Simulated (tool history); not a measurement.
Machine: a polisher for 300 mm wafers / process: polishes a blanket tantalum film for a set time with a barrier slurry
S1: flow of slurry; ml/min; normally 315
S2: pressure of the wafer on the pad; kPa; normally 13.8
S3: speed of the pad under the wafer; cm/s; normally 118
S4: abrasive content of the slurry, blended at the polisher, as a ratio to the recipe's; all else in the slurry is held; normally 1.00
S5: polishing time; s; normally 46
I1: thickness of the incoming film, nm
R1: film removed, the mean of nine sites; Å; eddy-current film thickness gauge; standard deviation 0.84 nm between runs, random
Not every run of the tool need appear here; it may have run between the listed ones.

run	hour	S1	S2	S3	S4	S5	I1	R1
1	0.0	315	13.8	118	1.00	46	327.7	723
2	9.1	315	13.8	118	1.00	46	331.8	727
3	21.4	315	13.8	118	1.00	46	335.5	737
4	36.5	315	13.8	118	1.00	46	326.9	739
5	46.4	315	13.8	118	1.00	53	326.8	856
6	60.4	315	13.8	118	1.00	53	333.8	849
# hour 71.5: slurry blender recalibrated
7	72.0	315	13.8	118	1.00	53	326.7	832
8	80.5	315	13.8	118	1.00	46	329.3	735
# hour 91.0: worn pad replaced by a new one
9	93.1	315	13.8	118	1.00	46	329.8	735
10	102.4	315	13.8	118	1.00	46	335.5	741
11	112.0	315	13.8	118	1.00	46	333.0	723
12	124.4	405	13.8	118	1.00	41	322.7	672
13	131.5	315	13.8	134	1.00	46	322.8	818
14	184.3	315	13.8	118	1.00	46	330.0	733
15	196.1	315	13.8	118	0.80	33	333.2	503
# hour 202.7: head pressure recalibrated
# hour 204.1: worn pad replaced by a new one
16	211.4	315	13.8	118	1.00	46	325.1	740
17	219.4	315	15.2	80	1.15	56	336.9	665
18	229.1	315	9.7	118	1.00	46	323.6	509
19	244.9	235	13.8	94	1.20	46	333.6	571
20	258.2	315	13.8	118	1.00	60	329.6	949

Run 21 has not been measured yet. What should we expect?
21	273.5	315	13.8	118	1.00	46	331.2	?

{"run 21": {"R1": 741}}
The same run, on a tool lacking any hidden state, would have yielded R1 777 Å.
